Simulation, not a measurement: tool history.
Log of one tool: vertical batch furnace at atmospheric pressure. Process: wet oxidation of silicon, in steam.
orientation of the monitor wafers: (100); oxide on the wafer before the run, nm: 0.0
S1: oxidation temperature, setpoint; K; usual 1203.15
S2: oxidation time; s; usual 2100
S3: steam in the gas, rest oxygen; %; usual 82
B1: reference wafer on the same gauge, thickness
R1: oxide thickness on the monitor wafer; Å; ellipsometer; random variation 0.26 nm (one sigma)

run	hour	S1	S2	S3	B1	R1
1	0	1203.15	2100	82	116.05	1119.1
2	39.1	1203.15	2100	82	115.97	1126.9
3	127.9	1213.15	2820	82	116.07	1625.3
4	240	1203.15	2100	82	115.93	1118.8
5	290.5	1203.15	2100	82	116.06	1117.3
6	381.7	1203.15	2100	82	116.09	1117.5
7	454.2	1203.15	2100	82	116.06	1111.8
# hour 484.3: thermocouples replaced and temperature profile calibrated
8	520.5	1203.15	2100	82	116.02	1115.4
9	574.8	1213.15	2100	82	115.93	1248
10	612.5	1213.15	2100	82	116.09	1251.5
# hour 651.8: steam generator serviced
11	694.6	1221.15	2100	78	115.99	1343
12	775.8	1179.15	2100	82	115.95	839.2
# hour 800.8: gauge calibrated
13	872.9	1203.15	1380	94	116.03	880.7
14	954.3	1203.15	2100	82	116.01	1135.9
15	1029.9	1203.15	3120	92	115.94	1777.7
16	1077.4	1210.15	2100	73	116.01	1111
17	1128.5	1203.15	2880	71	115.98	1324.5
18	1228.4	1220.15	2100	88	116.14	1467.2
19	1279.2	1203.15	2100	82	116.08	1138.2
20	1382.6	1203.15	2100	82	115.97	1138.4

4 ways to go on from here, each from the tool as it stands after run 20. What would each give?
A	1387.8	1203.15	2100	89	?	?
B	1387.8	1183.15	2100	82	?	?
C	1387.8	1203.15	3150	82	?	?
D	1387.8	1203.15	2100	74	?	?

run	B1	R1
A	116.07	1221.3
B	116.07	885
C	116.07	1620.5
D	116.07	1035.5
Without the tool's hidden state the same runs would have given:
run	R1
A	1227
B	889.3
C	1627.8
D	1040.4
